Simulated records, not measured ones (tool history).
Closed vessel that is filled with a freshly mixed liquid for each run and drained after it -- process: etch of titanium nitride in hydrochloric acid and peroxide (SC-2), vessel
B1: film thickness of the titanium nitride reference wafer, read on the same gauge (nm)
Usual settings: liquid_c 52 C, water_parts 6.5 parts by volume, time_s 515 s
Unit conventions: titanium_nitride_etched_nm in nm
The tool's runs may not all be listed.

run 1 hour=0 | liquid_c=47.5 water_parts=6.5 time_s=515 | B1=150.03 | titanium_nitride_etched_nm=10.37
run 2 hour=27.5 | liquid_c=47.5 water_parts=6.5 time_s=515 | B1=149.97 | titanium_nitride_etched_nm=10.4
run 3 hour=60.2 | liquid_c=47.5 water_parts=6.5 time_s=515 | B1=150.03 | titanium_nitride_etched_nm=10.43
run 4 hour=91.2 | liquid_c=52 water_parts=6.5 time_s=515 | B1=150.02 | titanium_nitride_etched_nm=14.12
run 5 hour=133.3 | liquid_c=52 water_parts=6.5 time_s=515 | B1=150 | titanium_nitride_etched_nm=14.13
run 6 hour=166.4 | liquid_c=52 water_parts=6.5 time_s=515 | B1=150.04 | titanium_nitride_etched_nm=14.22
run 7 hour=224.1 | liquid_c=47.5 water_parts=7 time_s=515 | B1=150.01 | titanium_nitride_etched_nm=10.04
run 8 hour=266.9 | liquid_c=47.5 water_parts=7 time_s=515 | B1=150.02 | titanium_nitride_etched_nm=10.03
run 9 hour=305.6 | liquid_c=52 water_parts=8 time_s=245 | B1=150.02 | titanium_nitride_etched_nm=5.84
-- hour=307.7 chemicals flow meter replaced
run 10 hour=333.8 | liquid_c=48.5 water_parts=6.5 time_s=515 | B1=150.07 | titanium_nitride_etched_nm=10.55
-- hour=364.8 gauge calibrated
run 11 hour=378.1 | liquid_c=52 water_parts=6.5 time_s=800 | B1=150.04 | titanium_nitride_etched_nm=20.65
-- hour=406.8 thermometer replaced
run 12 hour=422.6 | liquid_c=47.5 water_parts=6.5 time_s=515 | B1=149.99 | titanium_nitride_etched_nm=9.58
-- hour=474.1 new drum of peroxide connected
run 13 hour=493.6 | liquid_c=54.5 water_parts=5.5 time_s=515 | B1=150.03 | titanium_nitride_etched_nm=17.32
run 14 hour=544.7 | liquid_c=52 water_parts=6.5 time_s=515 | B1=150.03 | titanium_nitride_etched_nm=13.14
run 15 hour=613 | liquid_c=52 water_parts=6.5 time_s=515 | B1=149.98 | titanium_nitride_etched_nm=13.21
run 16 hour=638.2 | liquid_c=58 water_parts=6.5 time_s=425 | B1=150 | titanium_nitride_etched_nm=16.1

Branching from run 16: 5 alternative next runs. What would each branch give?
run A hour=639 | liquid_c=52 water_parts=6.5 time_s=515 | B1=? | titanium_nitride_etched_nm=?
run B hour=639 | liquid_c=59.5 water_parts=6.5 time_s=285 | B1=? | titanium_nitride_etched_nm=?
run C hour=639 | liquid_c=58 water_parts=9 time_s=430 | B1=? | titanium_nitride_etched_nm=?
run D hour=639 | liquid_c=52 water_parts=9 time_s=320 | B1=? | titanium_nitride_etched_nm=?
run E hour=639 | liquid_c=52 water_parts=8 time_s=515 | B1=? | titanium_nitride_etched_nm=?

run=A B1=150.04 titanium_nitride_etched_nm=13.23
run=B B1=150.04 titanium_nitride_etched_nm=11.86
run=C B1=150.04 titanium_nitride_etched_nm=12.6
run=D B1=150.04 titanium_nitride_etched_nm=6.36
run=E B1=150.04 titanium_nitride_etched_nm=11.26
Take away the tool's hidden state, keep each run's random variation, and the runs would have read:
run=A titanium_nitride_etched_nm=12.8
run=B titanium_nitride_etched_nm=11.48
run=C titanium_nitride_etched_nm=12.17
run=D titanium_nitride_etched_nm=6.14
run=E titanium_nitride_etched_nm=10.88

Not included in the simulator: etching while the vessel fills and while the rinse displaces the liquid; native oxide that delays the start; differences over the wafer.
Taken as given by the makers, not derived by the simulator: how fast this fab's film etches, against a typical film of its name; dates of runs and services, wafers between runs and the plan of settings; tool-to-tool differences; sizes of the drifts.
